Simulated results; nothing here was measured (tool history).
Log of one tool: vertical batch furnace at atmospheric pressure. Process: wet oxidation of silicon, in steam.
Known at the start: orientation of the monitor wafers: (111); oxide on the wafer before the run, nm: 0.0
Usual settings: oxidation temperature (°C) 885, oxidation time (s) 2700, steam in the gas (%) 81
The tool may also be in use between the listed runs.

run,day,oxidation temperature (°C),oxidation time (s),steam in the gas (%),"read-back reference wafer on the same gauge, thickness",oxide thickness on the monitor wafer (nm)
1,0,885,2700,81,149.99,152.99
2,0.617,885,2700,81,149.84,152.74
3,1.654,885,2700,81,149.92,153
4,2.538,885,2700,81,149.9,153.19
5,3.938,885,2700,81,150,152.96
6,5.258,903,2700,81,150,192.99
7,6.588,903,2700,81,149.91,192.84
8,7.592,891,3180,81,150.06,190.48
9,9.05,885,2700,81,149.91,153.33
10,9.85,885,3180,81,150.12,176.22
11,11.025,885,3180,81,150.12,176.74
12,11.762,885,3180,81,149.99,176.7
# day 12.625: gauge calibrated
# day 12.829: thermocouples replaced and temperature profile calibrated
13,12.85,885,2700,81,150.02,142.79
14,13.662,885,2700,81,149.93,143.28
15,15.783,885,2700,81,149.9,143.06
16,16.608,864,3300,89,149.96,136.85
17,17.596,909,2040,92,150.04,173.27
# day 18.825: steam generator serviced
18,18.979,869,2250,73,150.07,87.51
19,19.962,862,2700,89,149.91,111.31
20,20.917,885,1980,72,149.92,98.78
21,22.242,864,3990,90,150.02,165.42
22,23.479,885,2700,81,150.01,145.8
23,24.275,885,1980,72,149.91,99.28
24,25.283,885,2700,81,150.11,145.8
25,25.996,885,3180,81,150.08,167.95
26,29.067,863,2070,75,150.01,76.36
27,30.354,863,3660,71,149.9,123.66
28,31.054,864,3300,89,149.97,139.75
29,31.746,871,2700,70,150.06,105.1

5 ways to go on from here, each from the tool as it stands after run 29. What would each give?
A,31.912,885,3540,81,?,?
B,31.912,862,2700,81,?,?
C,31.912,885,2700,85,?,?
D,31.912,894,1920,81,?,?
E,31.912,874,3840,92,?,?

run,"read-back reference wafer on the same gauge, thickness",oxide thickness on the monitor wafer (nm)
A,150.13,185.85
B,150.13,103.67
C,150.13,153.32
D,150.13,123.64
E,150.13,191.09
Without the tool's hidden state the same runs would have given:
run,oxide thickness on the monitor wafer (nm)
A,180.41
B,100.06
C,148.65
D,119.85
E,185.28
